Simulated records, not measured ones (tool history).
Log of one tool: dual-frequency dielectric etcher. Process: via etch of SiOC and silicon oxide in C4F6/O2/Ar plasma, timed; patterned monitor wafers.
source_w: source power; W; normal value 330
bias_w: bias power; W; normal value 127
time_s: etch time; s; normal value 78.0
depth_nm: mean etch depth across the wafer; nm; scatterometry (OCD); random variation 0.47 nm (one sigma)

run	hour	source_w	bias_w	time_s	wafers since the last listed run	hours since the last wet clean	hours since the last source power generator calibration	hours since the last bias power generator calibration	hours since the last upper electrode change	hours since the gauge calibration	read-back reference wafer on the same gauge, depth_nm	depth_nm
1	0.0	370	127	78.0	0	40.7	2343.4	1241.6	5770.8	208.9	58.2	69.4
2	61.4	370	127	78.0	583	102.1	2404.8	1303.0	5832.2	270.3	58.1	68.7
3	87.1	330	139	78.0	244	127.8	2430.5	1328.7	5857.9	296.0	58.1	67.5
4	136.0	330	139	78.0	464	176.7	2479.4	1377.6	5906.8	344.9	58.1	66.0
5	174.9	330	127	78.0	369	215.6	2518.3	1416.5	5945.7	383.8	58.1	64.6
6	208.5	330	127	78.0	319	249.2	2551.9	1450.1	5979.3	417.4	58.0	64.3
# hour 220.8: source power generator calibrated
# hour 268.8: upper electrode replaced
# hour 280.5: wet clean of the chamber
7	281.0	330	127	78.0	312	0.5	60.2	1522.6	12.2	489.9	58.2	67.2
8	338.0	280	127	78.0	541	57.5	117.2	1579.6	69.2	546.9	58.1	62.6
9	402.2	270	127	78.0	609	121.7	181.4	1643.8	133.4	611.1	58.2	60.7
10	453.1	380	110	101.5	483	172.6	232.3	1694.7	184.3	662.0	58.0	89.3
# hour 460.9: gauge calibrated
# hour 493.8: bias power generator calibrated
11	500.6	290	102	78.0	413	220.1	279.8	6.8	231.8	39.7	58.2	59.3
12	528.6	330	106	78.0	265	248.1	307.8	34.8	259.8	67.7	58.1	62.8
13	588.1	390	102	90.0	565	307.6	367.3	94.3	319.3	127.2	58.2	76.2
# hour 655.2: wet clean of the chamber
14	657.4	350	139	84.0	430	2.2	436.6	163.6	388.6	196.5	58.1	76.0
15	697.0	330	127	78.0	376	41.8	476.2	203.2	428.2	236.1	58.1	66.9
16	723.9	350	127	78.0	255	68.7	503.1	230.1	455.1	263.0	58.1	67.8

Hidden state, per run?
source power that arrives over what is set, %: 0 in every run
bias power that arrives over what is set, %: 0 in every run
gauge reads high (%): 0 in every run
H1: etch rate over this chamber's usual, %
run	H1
1	-1.29
2	-2.02
3	-2.32
4	-2.89
5	-3.35
6	-3.74
7	0.314
8	-0.355
9	-1.11
10	-1.71
11	-2.26
12	-2.59
13	-3.29
14	0.127
15	-0.338
16	-0.654
